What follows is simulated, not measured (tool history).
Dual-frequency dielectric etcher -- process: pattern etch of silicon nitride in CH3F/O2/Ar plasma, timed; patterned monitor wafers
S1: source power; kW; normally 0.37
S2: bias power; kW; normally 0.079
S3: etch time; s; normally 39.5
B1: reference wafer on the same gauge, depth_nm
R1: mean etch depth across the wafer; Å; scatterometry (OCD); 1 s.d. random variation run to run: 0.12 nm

| run | hour | S1 | S2 | S3 | B1 | R1 |
|---|---|---|---|---|---|---|
| 1 | 0 | 0.37 | 0.079 | 34 | 33.16 | 258 |
| 2 | 17.2 | 0.37 | 0.079 | 43 | 33.19 | 327.4 |
| 3 | 34.5 | 0.37 | 0.079 | 43 | 33.23 | 326.9 |
| 4 | 48.7 | 0.37 | 0.079 | 42.5 | 33.19 | 321.7 |
| 5 | 65.8 | 0.37 | 0.079 | 42.5 | 33.14 | 323.4 |
| 6 | 73.8 | 0.37 | 0.079 | 42.5 | 33.16 | 323.8 |
| 7 | 80.8 | 0.37 | 0.079 | 30.5 | 33.23 | 233.5 |
| 8 | 96.2 | 0.37 | 0.079 | 30.5 | 33.19 | 232.5 |
| 9 | 111.8 | 0.37 | 0.079 | 30.5 | 33.19 | 231.5 |
|  | 113.5 | gauge calibrated |
|  | 117.3 | bias power generator calibrated |
| 10 | 125.3 | 0.37 | 0.079 | 39.5 | 33.2 | 304.3 |
|  | 149.5 | wet clean of the chamber |
| 11 | 150 | 0.37 | 0.079 | 48.5 | 33.22 | 348.6 |
| 12 | 150.3 | 0.41 | 0.079 | 39.5 | 33.19 | 290.5 |
| 13 | 156.4 | 0.35 | 0.079 | 46.5 | 33.19 | 328.9 |
|  | 192.7 | upper electrode replaced |
|  | 196.6 | source power generator calibrated |
| 14 | 197.1 | 0.37 | 0.088 | 30 | 33.22 | 223.4 |
| 15 | 197.4 | 0.32 | 0.062 | 39.5 | 33.17 | 258.7 |
| 16 | 197.7 | 0.41 | 0.079 | 50 | 33.24 | 367.9 |
| 17 | 207.1 | 0.29 | 0.079 | 39.5 | 33.19 | 271.3 |
|  | 229.2 | gauge calibrated |
| 18 | 251.3 | 0.31 | 0.093 | 39.5 | 33.2 | 289.7 |

Selected run-to-run steps in R1, each split into two signed amounts: the part the tool would show with no hidden state at all (from settings, incoming material and random variation), and the remainder, which goes to the hidden state together with any gauge scatter not common to the measured and the hidden-state-free results:
Hidden state at play: etch rate over this chamber's usual, %; source power that arrives over what is set, %; bias power that arrives over what is set, %; gauge reads high (%).
Run 10 -> 11: S3 39.5 -> 48.5, wet clean of the chamber. R1 +44.3 Å: hidden state -18, all else +62.3.
Run 15 -> 16: S1 0.32 -> 0.41, S2 0.062 -> 0.079, S3 39.5 -> 50. R1 +109.2 Å: hidden state -0.1, all else +109.3.

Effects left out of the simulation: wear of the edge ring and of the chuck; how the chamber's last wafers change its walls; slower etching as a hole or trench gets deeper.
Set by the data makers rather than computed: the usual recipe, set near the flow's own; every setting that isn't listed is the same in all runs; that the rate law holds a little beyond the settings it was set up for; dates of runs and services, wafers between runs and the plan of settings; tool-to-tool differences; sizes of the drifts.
